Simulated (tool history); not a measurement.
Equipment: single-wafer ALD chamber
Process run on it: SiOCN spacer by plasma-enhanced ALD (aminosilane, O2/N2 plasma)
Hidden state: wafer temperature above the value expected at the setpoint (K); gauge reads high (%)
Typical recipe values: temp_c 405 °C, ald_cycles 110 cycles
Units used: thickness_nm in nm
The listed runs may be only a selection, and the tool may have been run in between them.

run    hour  temp_c  ald_cycles  wafers since the last listed run  hours since the last thermocouple change  hours since the gauge calibration  read-back reference wafer on the same gauge, thickness_nm  thickness_nm
  1     0.0     405         110                                 0                                    1268.7                             1067.1                                                      6.475         6.039
       17.7  -- thermocouple changed; heater temperature recalibrated
  2    61.7     405         110                               123                                      44.0                             1128.8                                                      6.474         5.963
  3   163.0     405         110                               233                                     145.3                             1230.1                                                      6.473         5.987
  4   270.4     405         110                               247                                     252.7                             1337.5                                                      6.479         6.014
  5   500.1     393         110                               529                                     482.4                             1567.2                                                      6.475         6.044
  6   624.4     410         110                               286                                     606.7                             1691.5                                                      6.479         5.992
      654.6  -- gauge calibrated
  7   679.4     410         110                               126                                     661.7                               24.8                                                      6.470         5.969
  8   781.2     405         110                               234                                     763.5                              126.6                                                      6.462         6.057
  9   865.6     405         110                               194                                     847.9                              211.0                                                      6.469         6.088
 10   959.7     411         110                               217                                     942.0                              305.1                                                      6.465         5.967
 11  1085.8     411         110                               290                                    1068.1                              431.2                                                      6.468         5.983
 12  1172.1     392          91                               199                                    1154.4                              517.5                                                      6.473         5.012
 13  1248.3     401         110                               175                                    1230.6                              593.7                                                      6.470         6.064
     1271.0  -- thermocouple changed; heater temperature recalibrated
 14  1290.6     392         110                                79                                      19.6                              636.0                                                      6.474         6.067
 15  1392.1     397          94                               234                                     121.1                              737.5                                                      6.471         5.206
 16  1453.2     414         124                               140                                     182.2                              798.6                                                      6.459         6.618
 17  1520.2     399         110                               154                                     249.2                              865.6                                                      6.474         6.057
 18  1623.3     405         110                               237                                     352.3                              968.7                                                      6.471         5.988
 19  1666.5     394         103                                99                                     395.5                             1011.9                                                      6.466         5.669
 20  1755.1     405         110                               204                                     484.1                             1100.5                                                      6.468         6.027
 21  1792.6     405          93                                86                                     521.6                             1138.0                                                      6.462         5.110
 22  1873.4     405         110                               186                                     602.4                             1218.8                                                      6.459         6.040

Here are 3 independent what-if runs from the current tool condition. What would each one return?
  A  1874.0     405         110                                 1                                     603.0                             1219.4                                                          ?             ?
  B  1874.0     394         128                                 1                                     603.0                             1219.4                                                          ?             ?
  C  1874.0     416         110                                 1                                     603.0                             1219.4                                                          ?             ?

run  read-back reference wafer on the same gauge, thickness_nm  thickness_nm
  A                                                      6.469         6.035
  B                                                      6.469         7.044
  C                                                      6.469         5.859
Without the tool's unlogged condition, the same runs would have read:
run  thickness_nm
  A         5.962
  B         7.044
  C         5.787

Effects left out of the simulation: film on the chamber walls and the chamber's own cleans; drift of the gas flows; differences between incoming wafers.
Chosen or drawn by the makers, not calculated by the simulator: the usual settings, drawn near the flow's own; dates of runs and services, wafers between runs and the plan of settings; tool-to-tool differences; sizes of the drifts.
